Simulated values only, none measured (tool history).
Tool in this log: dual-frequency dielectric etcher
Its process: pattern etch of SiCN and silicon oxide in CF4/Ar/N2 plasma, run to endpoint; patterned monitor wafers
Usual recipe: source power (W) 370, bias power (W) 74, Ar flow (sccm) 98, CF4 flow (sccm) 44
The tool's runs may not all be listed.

run	hour	source power (W)	bias power (W)	Ar flow (sccm)	CF4 flow (sccm)	wafers since the last listed run	hours since the last wet clean	hours since the last source power generator calibration	hours since the last bias power generator calibration	hours since the last Ar flow controller change	hours since the last CF4 flow controller change	hours since the last upper electrode change	incoming incoming film thickness, nm	endpoint time (s)
1	0	370	74	85	44	0	452.7	2118.1	3485.6	1270	2837	3386.1	11.68	16.7
# hour 17.2: wet clean of the chamber
2	188	370	74	85	44	2211	170.8	2306.1	3673.6	1458	3025	3574.1	11.51	15.9
3	270.6	370	74	85	44	1069	253.4	2388.7	3756.2	1540.6	3107.6	3656.7	11.63	16.3
4	360.7	370	74	98	44	1166	343.5	2478.8	3846.3	1630.7	3197.7	3746.8	11.59	16.4
# hour 420: CF4 flow controller replaced
# hour 424.8: bias power generator calibrated
# hour 436.8: Ar flow controller replaced
5	439.8	370	74	98	44	817	422.6	2557.9	15	3	19.8	3825.9	11.56	16.6
# hour 504.1: wet clean of the chamber
6	520.9	370	74	98	44	739	16.8	2639	96.1	84.1	100.9	3907	11.54	16
7	608.1	370	74	98	44	1129	104	2726.2	183.3	171.3	188.1	3994.2	11.7	16.3
8	668.6	370	74	98	44	783	164.5	2786.7	243.8	231.8	248.6	4054.7	11.48	16.2
9	755.7	370	74	116	44	1127	251.6	2873.8	330.9	318.9	335.7	4141.8	11.66	16.7
10	824.5	450	74	81	44	890	320.4	2942.6	399.7	387.7	404.5	4210.6	11.58	13.1
11	886.3	370	74	98	44	800	382.2	3004.4	461.5	449.5	466.3	4272.4	11.57	16.5
12	957	320	81	80	36	915	452.9	3075.1	532.2	520.2	537	4343.1	11.58	19.1
# hour 1010.5: source power generator calibrated
# hour 1026.8: upper electrode replaced
13	1027.3	340	63	98	44	648	523.2	16.8	602.5	590.5	607.3	0.5	11.53	19.2
14	1046.2	370	74	98	36	244	542.1	35.7	621.4	609.4	626.2	19.4	11.56	17.5
# hour 1116.1: wet clean of the chamber
15	1116.6	370	74	98	53	600	0.5	106.1	691.8	679.8	696.6	89.8	11.57	15.3
16	1213.8	310	87	109	34	1258	97.7	203.3	789	777	793.8	187	11.71	20
17	1267.9	370	74	98	44	700	151.8	257.4	843.1	831.1	847.9	241.1	11.5	16.2
18	1342	450	74	81	44	959	225.9	331.5	917.2	905.2	922	315.2	11.66	13.2

4 ways to go on from here, each from the tool as it stands after run 18. What would each give?
A	1342.4	370	74	84	44	5	226.3	331.9	917.6	905.6	922.4	315.6	11.56	?
B	1342.4	410	74	110	35	5	226.3	331.9	917.6	905.6	922.4	315.6	11.56	?
C	1342.4	410	74	77	44	5	226.3	331.9	917.6	905.6	922.4	315.6	11.56	?
D	1342.4	330	85	120	44	5	226.3	331.9	917.6	905.6	922.4	315.6	11.56	?

run	endpoint time (s)
A	15.9
B	15.6
C	14.1
D	18
Take away the tool's hidden state, keep each run's random variation, and the runs would have read:
run	endpoint time (s)
A	15.5
B	15.3
C	13.8
D	17.6
